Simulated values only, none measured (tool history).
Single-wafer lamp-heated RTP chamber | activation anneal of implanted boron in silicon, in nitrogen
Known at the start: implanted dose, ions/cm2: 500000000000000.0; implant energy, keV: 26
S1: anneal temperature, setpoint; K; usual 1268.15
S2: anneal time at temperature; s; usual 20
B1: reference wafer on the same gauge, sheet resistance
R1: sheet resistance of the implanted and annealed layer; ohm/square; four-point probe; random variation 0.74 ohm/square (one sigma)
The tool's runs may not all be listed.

run,hour,S1,S2,B1,R1
1,0,1268.15,20,179.06,217.81
2,60.4,1268.15,20,178.93,217.87
3,109.6,1268.15,29,178.88,215.94
4,200.5,1268.15,20,178.96,215.78
5,275.1,1268.15,20,179.15,215.93
6,373.2,1268.15,20,178.96,215.01
# hour 415.2: pyrometer window cleaned and pyrometer calibrated
7,469.5,1268.15,20,178.93,213.66
8,523.9,1268.15,20,179.06,213.35
9,588.6,1268.15,20,178.95,213.87
10,636.7,1268.15,20,178.95,212.67
# hour 677.2: pyrometer window cleaned and pyrometer calibrated, repeated, since the last time left the tool worse
11,720.7,1268.15,20,179.08,217.91
12,760.6,1268.15,26,179.1,216.01
# hour 797.8: reflector plate cleaned
13,860.3,1268.15,26,179,216.02
14,906.4,1268.15,26,178.95,215.99
15,961.8,1268.15,20,179.12,215.61
16,1009,1268.15,20,179.11,217.29
# hour 1044.5: pyrometer window cleaned and pyrometer calibrated
17,1092.4,1268.15,11,179.04,221.33

The next listed run, before its measurement:
18,1181.2,1268.15,14,?,?

{"run 18": {"B1": 178.95, "R1": 219.62}}
Without the tool's hidden state the same run would have given R1 220.91 ohm/square.

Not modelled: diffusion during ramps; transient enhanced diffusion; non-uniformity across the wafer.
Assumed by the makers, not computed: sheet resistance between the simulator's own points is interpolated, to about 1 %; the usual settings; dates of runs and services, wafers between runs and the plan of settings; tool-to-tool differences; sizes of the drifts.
